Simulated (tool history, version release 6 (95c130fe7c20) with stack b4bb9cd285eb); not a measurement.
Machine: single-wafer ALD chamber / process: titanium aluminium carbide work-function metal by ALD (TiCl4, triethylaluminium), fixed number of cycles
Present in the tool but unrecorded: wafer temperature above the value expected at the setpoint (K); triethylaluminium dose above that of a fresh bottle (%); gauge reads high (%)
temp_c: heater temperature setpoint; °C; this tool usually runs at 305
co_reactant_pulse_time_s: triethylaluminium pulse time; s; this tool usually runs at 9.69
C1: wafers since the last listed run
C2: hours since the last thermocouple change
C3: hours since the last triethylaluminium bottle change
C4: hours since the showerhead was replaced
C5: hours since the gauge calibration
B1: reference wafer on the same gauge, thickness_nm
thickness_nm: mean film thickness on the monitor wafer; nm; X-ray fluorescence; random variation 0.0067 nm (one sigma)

run 1 hour=0.0 | temp_c=294 co_reactant_pulse_time_s=9.69 | C1=0 C2=1259.9 C3=378.2 C4=5892.1 C5=175.5 | B1=2.142 | thickness_nm=1.917
run 2 hour=50.6 | temp_c=294 co_reactant_pulse_time_s=9.69 | C1=638 C2=1310.5 C3=428.8 C4=5942.7 C5=226.1 | B1=2.140 | thickness_nm=1.893
run 3 hour=61.5 | temp_c=305 co_reactant_pulse_time_s=9.69 | C1=137 C2=1321.4 C3=439.7 C4=5953.6 C5=237.0 | B1=2.140 | thickness_nm=2.005
run 4 hour=73.1 | temp_c=305 co_reactant_pulse_time_s=9.69 | C1=146 C2=1333.0 C3=451.3 C4=5965.2 C5=248.6 | B1=2.141 | thickness_nm=1.992
-- hour=92.4 showerhead replaced
run 5 hour=92.9 | temp_c=317 co_reactant_pulse_time_s=9.69 | C1=148 C2=1352.8 C3=471.1 C4=0.5 C5=268.4 | B1=2.139 | thickness_nm=2.120
run 6 hour=99.2 | temp_c=317 co_reactant_pulse_time_s=9.69 | C1=79 C2=1359.1 C3=477.4 C4=6.8 C5=274.7 | B1=2.141 | thickness_nm=2.118
-- hour=102.4 gauge calibrated
run 7 hour=105.7 | temp_c=296 co_reactant_pulse_time_s=9.69 | C1=81 C2=1365.6 C3=483.9 C4=13.3 C5=3.3 | B1=2.140 | thickness_nm=1.899
-- hour=120.5 thermocouple changed; heater temperature recalibrated
run 8 hour=121.0 | temp_c=305 co_reactant_pulse_time_s=9.69 | C1=92 C2=0.5 C3=499.2 C4=28.6 C5=18.6 | B1=2.139 | thickness_nm=1.970
run 9 hour=131.4 | temp_c=305 co_reactant_pulse_time_s=11.02 | C1=131 C2=10.9 C3=509.6 C4=39.0 C5=29.0 | B1=2.140 | thickness_nm=2.074
run 10 hour=142.6 | temp_c=302 co_reactant_pulse_time_s=11.03 | C1=141 C2=22.1 C3=520.8 C4=50.2 C5=40.2 | B1=2.140 | thickness_nm=2.032
run 11 hour=150.3 | temp_c=319 co_reactant_pulse_time_s=12.48 | C1=97 C2=29.8 C3=528.5 C4=57.9 C5=47.9 | B1=2.140 | thickness_nm=2.266
run 12 hour=159.1 | temp_c=316 co_reactant_pulse_time_s=9.69 | C1=110 C2=38.6 C3=537.3 C4=66.7 C5=56.7 | B1=2.139 | thickness_nm=2.069
run 13 hour=175.7 | temp_c=299 co_reactant_pulse_time_s=9.69 | C1=209 C2=55.2 C3=553.9 C4=83.3 C5=73.3 | B1=2.139 | thickness_nm=1.896
-- hour=190.0 triethylaluminium bottle replaced
run 14 hour=190.5 | temp_c=305 co_reactant_pulse_time_s=13.36 | C1=85 C2=70.0 C3=0.5 C4=98.1 C5=88.1 | B1=2.140 | thickness_nm=2.209
run 15 hour=206.3 | temp_c=309 co_reactant_pulse_time_s=9.69 | C1=199 C2=85.8 C3=16.3 C4=113.9 C5=103.9 | B1=2.140 | thickness_nm=2.183
run 16 hour=214.1 | temp_c=305 co_reactant_pulse_time_s=9.69 | C1=98 C2=93.6 C3=24.1 C4=121.7 C5=111.7 | B1=2.140 | thickness_nm=2.134
run 17 hour=227.7 | temp_c=291 co_reactant_pulse_time_s=10.75 | C1=171 C2=107.2 C3=37.7 C4=135.3 C5=125.3 | B1=2.140 | thickness_nm=2.024
run 18 hour=237.7 | temp_c=312 co_reactant_pulse_time_s=6.51 | C1=126 C2=117.2 C3=47.7 C4=145.3 C5=135.3 | B1=2.140 | thickness_nm=1.790
run 19 hour=248.1 | temp_c=305 co_reactant_pulse_time_s=9.69 | C1=131 C2=127.6 C3=58.1 C4=155.7 C5=145.7 | B1=2.139 | thickness_nm=2.134
run 20 hour=256.5 | temp_c=305 co_reactant_pulse_time_s=9.69 | C1=105 C2=136.0 C3=66.5 C4=164.1 C5=154.1 | B1=2.140 | thickness_nm=2.120
run 21 hour=265.8 | temp_c=310 co_reactant_pulse_time_s=10.86 | C1=117 C2=145.3 C3=75.8 C4=173.4 C5=163.4 | B1=2.139 | thickness_nm=2.215

Same runs, no hidden state in the tool, same run-to-run variation:
run=1 thickness_nm=2.025
run=2 thickness_nm=2.019
run=3 thickness_nm=2.143
run=4 thickness_nm=2.133
run=5 thickness_nm=2.280
run=6 thickness_nm=2.281
run=7 thickness_nm=2.048
run=8 thickness_nm=2.132
run=9 thickness_nm=2.188
run=10 thickness_nm=2.147
run=11 thickness_nm=2.348
run=12 thickness_nm=2.258
run=13 thickness_nm=2.078
run=14 thickness_nm=2.211
run=15 thickness_nm=2.192
run=16 thickness_nm=2.144
run=17 thickness_nm=2.031
run=18 thickness_nm=1.827
run=19 thickness_nm=2.149
run=20 thickness_nm=2.137
run=21 thickness_nm=2.227
